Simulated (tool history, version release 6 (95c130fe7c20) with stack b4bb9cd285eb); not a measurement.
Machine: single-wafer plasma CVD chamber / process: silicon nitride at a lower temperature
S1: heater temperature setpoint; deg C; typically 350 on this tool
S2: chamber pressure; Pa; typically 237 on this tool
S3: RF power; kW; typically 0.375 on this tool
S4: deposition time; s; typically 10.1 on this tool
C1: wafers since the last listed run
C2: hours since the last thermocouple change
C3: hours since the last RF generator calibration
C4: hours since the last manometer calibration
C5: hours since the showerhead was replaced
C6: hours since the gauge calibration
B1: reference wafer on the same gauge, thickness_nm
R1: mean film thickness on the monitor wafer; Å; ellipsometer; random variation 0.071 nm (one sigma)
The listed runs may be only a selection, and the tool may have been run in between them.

run     day   S1   S2     S3    S4     C1      C2      C3      C4      C5      C6      B1      R1
  1   0.000  344  237  0.405  10.1      0  1070.1   642.6   188.7  1574.9   461.5  11.997  142.26
  2   2.579  344  237  0.405  10.1   2294  1132.0   704.5   250.6  1636.8   523.4  12.016  142.78
  3   5.925  350  237  0.375  10.1   2976  1212.3   784.8   330.9  1717.1   603.7  12.017  136.66
     10.829  -- thermocouple changed; heater temperature recalibrated
  4  15.512  350  237  0.375  10.1   8232   112.4  1014.9   561.0  1947.2   833.8  11.996  137.27
  5  18.521  339  237  0.375  10.1   2676   184.6  1087.1   633.2  2019.4   906.0  12.001  138.09
  6  20.450  339  237  0.375  10.1   1716   230.9  1133.4   679.5  2065.7   952.3  12.004  138.63
     23.504  -- gauge calibrated
  7  24.854  339  237  0.375  10.1   3917   336.6  1239.1   785.2  2171.4    32.4  12.002  136.39
  8  27.625  350  237  0.420  10.1   2464   403.1  1305.6   851.7  2237.9    98.9  12.001  144.21
  9  40.696  350  237  0.420  10.1  11627   716.8  1619.3  1165.4  2551.6   412.6  11.998  143.47
 10  42.742  350  237  0.405  10.1   1819   765.9  1668.4  1214.5  2600.7   461.7  12.009  140.61
 11  45.275  345  237  0.430  10.1   2253   826.7  1729.2  1275.3  2661.5   522.5  11.989  144.71
 12  49.642  350  237  0.420  10.1   3884   931.5  1834.0  1380.1  2766.3   627.3  11.996  141.15
     51.025  -- RF generator calibrated
 13  53.988  341  237  0.375  10.1   3569  1035.8    71.1  1484.4  2870.6   731.6  12.001  141.09
     55.658  -- thermocouple changed; heater temperature recalibrated
 14  58.062  350  279  0.375  10.1   3328    57.7   168.9  1582.2  2968.4   829.4  11.980  144.99
     59.467  -- capacitance manometer re-zeroed and calibrated
 15  59.571  350  237  0.375  10.1   1045    93.9   205.1     2.5  3004.6   865.6  12.010  139.02
 16  62.308  350  264  0.345  10.1   2435   159.6   270.8    68.2  3070.3   931.3  11.995  139.63
     66.154  -- showerhead replaced
 17  66.175  340  267  0.345   9.2   3143   252.4   363.6   161.0     0.5  1024.1  11.992  126.51
     66.721  -- gauge calibrated
 18  68.942  350  284  0.430  10.1   2461   318.8   430.0   227.4    66.9    53.3  11.991  151.91
 19  71.962  355  289  0.300  11.2   2687   391.3   502.5   299.9   139.4   125.8  12.001  146.60
 20  76.029  350  237  0.375  10.1   3617   488.9   600.1   397.5   237.0   223.4  11.979  137.21
 21  78.396  350  279  0.375  10.1   2105   545.7   656.9   454.3   293.8   280.2  12.014  144.72
 22  83.179  350  237  0.420  10.1   4255   660.5   771.7   569.1   408.6   395.0  11.995  144.89
 23  86.404  350  237  0.320  10.7   2868   737.9   849.1   646.5   486.0   472.4  11.988  137.33

Branching from run 23: 3 alternative next runs. What would each branch give?
  A  86.421  350  237  0.375   8.9  14  738.3  849.5  646.9  486.4  472.8   ?   ?
  B  86.421  361  237  0.375  11.9  14  738.3  849.5  646.9  486.4  472.8   ?   ?
  C  86.421  357  187  0.375   8.3  14  738.3  849.5  646.9  486.4  472.8   ?   ?

run      B1      R1
  A  12.007  120.57
  B  12.007  160.35
  C  12.007  105.48
The same runs, with their run-to-run variation unchanged, on a tool lacking any hidden condition would have given:
run      R1
  A  123.64
  B  164.43
  C  108.17
